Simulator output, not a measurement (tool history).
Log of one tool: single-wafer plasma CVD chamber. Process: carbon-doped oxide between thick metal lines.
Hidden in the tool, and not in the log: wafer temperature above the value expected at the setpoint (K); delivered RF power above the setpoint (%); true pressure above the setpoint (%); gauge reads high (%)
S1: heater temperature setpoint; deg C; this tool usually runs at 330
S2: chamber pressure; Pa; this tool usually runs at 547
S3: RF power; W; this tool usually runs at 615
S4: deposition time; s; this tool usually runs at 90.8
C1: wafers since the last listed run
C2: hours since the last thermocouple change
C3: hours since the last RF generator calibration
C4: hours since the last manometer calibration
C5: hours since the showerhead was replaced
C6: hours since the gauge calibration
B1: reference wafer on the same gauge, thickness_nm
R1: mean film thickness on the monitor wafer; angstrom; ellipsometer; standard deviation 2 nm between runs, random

Run 1, hour 0.0: usual settings but S1 339 deg C, S4 76.4 s; C1 0; C2 2258.4; C3 542.5; C4 1268.5; C5 6978.9; C6 159.9; B1 503.982. Result: R1 3941.38 angstrom.
Run 2, hour 56.0: usual settings but S1 339 deg C, S4 76.4 s; C1 814; C2 2314.4; C3 598.5; C4 1324.5; C5 7034.9; C6 215.9; B1 504.611. Result: R1 3977.23 angstrom.
Run 3, hour 90.0: usual settings; C1 494; C2 2348.4; C3 632.5; C4 1358.5; C5 7068.9; C6 249.9; B1 504.589. Result: R1 4862.90 angstrom.
At hour 94.3: gauge calibrated.
Run 4, hour 113.2: usual settings; C1 337; C2 2371.6; C3 655.7; C4 1381.7; C5 7092.1; C6 18.9; B1 504.234. Result: R1 4822.97 angstrom.
Run 5, hour 136.5: usual settings; C1 338; C2 2394.9; C3 679.0; C4 1405.0; C5 7115.4; C6 42.2; B1 504.259. Result: R1 4833.58 angstrom.
Run 6, hour 165.6: usual settings; C1 423; C2 2424.0; C3 708.1; C4 1434.1; C5 7144.5; C6 71.3; B1 503.426. Result: R1 4812.17 angstrom.
At hour 182.0: capacitance manometer re-zeroed and calibrated.
At hour 192.1: thermocouple changed; heater temperature recalibrated.
Run 7, hour 206.7: usual settings but S2 601 Pa; C1 365; C2 14.6; C3 749.2; C4 24.7; C5 7185.6; C6 112.4; B1 503.812. Result: R1 4856.03 angstrom.
Run 8, hour 220.2: usual settings; C1 196; C2 28.1; C3 762.7; C4 38.2; C5 7199.1; C6 125.9; B1 504.436. Result: R1 4821.29 angstrom.
Run 9, hour 244.6: usual settings; C1 354; C2 52.5; C3 787.1; C4 62.6; C5 7223.5; C6 150.3; B1 504.197. Result: R1 4810.13 angstrom.
At hour 254.9: showerhead replaced.
Run 10, hour 265.9: usual settings but S4 101.6 s; C1 193; C2 73.8; C3 808.4; C4 83.9; C5 11.0; C6 171.6; B1 504.442. Result: R1 5352.57 angstrom.
Run 11, hour 290.1: usual settings but S4 101.6 s; C1 352; C2 98.0; C3 832.6; C4 108.1; C5 35.2; C6 195.8; B1 504.264. Result: R1 5359.80 angstrom.
Run 12, hour 303.9: usual settings but S1 340 deg C, S3 575 W; C1 200; C2 111.8; C3 846.4; C4 121.9; C5 49.0; C6 209.6; B1 504.170. Result: R1 4386.63 angstrom.
Run 13, hour 326.0: usual settings but S3 675 W, S4 102.5 s; C1 321; C2 133.9; C3 868.5; C4 144.0; C5 71.1; C6 231.7; B1 504.465. Result: R1 5924.21 angstrom.
Run 14, hour 340.1: usual settings but S3 505 W; C1 205; C2 148.0; C3 882.6; C4 158.1; C5 85.2; C6 245.8; B1 504.005. Result: R1 3851.78 angstrom.
Run 15, hour 359.3: usual settings; C1 279; C2 167.2; C3 901.8; C4 177.3; C5 104.4; C6 265.0; B1 504.567. Result: R1 4810.79 angstrom.
Run 16, hour 384.4: usual settings but S1 323 deg C, S2 664 Pa; C1 365; C2 192.3; C3 926.9; C4 202.4; C5 129.5; C6 290.1; B1 503.951. Result: R1 4993.08 angstrom.
Run 17, hour 403.3: usual settings but S4 73.1 s; C1 274; C2 211.2; C3 945.8; C4 221.3; C5 148.4; C6 309.0; B1 503.862. Result: R1 3864.19 angstrom.
At hour 417.0: gauge calibrated.
At hour 419.7: RF generator calibrated.
Run 18, hour 422.1: usual settings but S1 344 deg C, S2 672 Pa, S3 700 W; C1 157; C2 230.0; C3 2.4; C4 240.1; C5 167.2; C6 5.1; B1 503.226. Result: R1 5474.57 angstrom.
Run 19, hour 476.2: usual settings but S2 645 Pa, S3 520 W, S4 99.5 s; C1 787; C2 284.1; C3 56.5; C4 294.2; C5 221.3; C6 59.2; B1 504.618. Result: R1 4625.84 angstrom.
Run 20, hour 504.4: usual settings but S1 344 deg C, S3 510 W; C1 410; C2 312.3; C3 84.7; C4 322.4; C5 249.5; C6 87.4; B1 503.828. Result: R1 3857.52 angstrom.
Run 21, hour 516.6: usual settings but S2 651 Pa, S3 560 W, S4 77.8 s; C1 177; C2 324.5; C3 96.9; C4 334.6; C5 261.7; C6 99.6; B1 504.608. Result: R1 3921.17 angstrom.
Run 22, hour 538.6: usual settings but S3 715 W; C1 320; C2 346.5; C3 118.9; C4 356.6; C5 283.7; C6 121.6; B1 504.080. Result: R1 5640.49 angstrom.
Run 23, hour 561.2: usual settings; C1 328; C2 369.1; C3 141.5; C4 379.2; C5 306.3; C6 144.2; B1 503.989. Result: R1 4896.85 angstrom.

Consider 3 possible next runs. They are alternatives, not a sequence: every one starts from the tool as it was left by run 23. What does each give?
Run A, hour 561.6: usual settings; C1 5; C2 369.5; C3 141.9; C4 379.6; C5 306.7; C6 144.6; B1 ?. Result: R1 ?.
Run B, hour 561.6: usual settings but S1 325 deg C, S2 424 Pa, S3 675 W, S4 84.8 s; C1 5; C2 369.5; C3 141.9; C4 379.6; C5 306.7; C6 144.6; B1 ?. Result: R1 ?.
Run C, hour 561.6: usual settings but S1 335 deg C, S2 652 Pa, S4 86.2 s; C1 5; C2 369.5; C3 141.9; C4 379.6; C5 306.7; C6 144.6; B1 ?. Result: R1 ?.

run       B1       R1
  A  504.333  4928.52
  B  504.333  4985.28
  C  504.333  4701.96
Had the tool no hidden state, the same runs would have come out as:
run       R1
  A  4992.36
  B  5048.01
  C  4762.87

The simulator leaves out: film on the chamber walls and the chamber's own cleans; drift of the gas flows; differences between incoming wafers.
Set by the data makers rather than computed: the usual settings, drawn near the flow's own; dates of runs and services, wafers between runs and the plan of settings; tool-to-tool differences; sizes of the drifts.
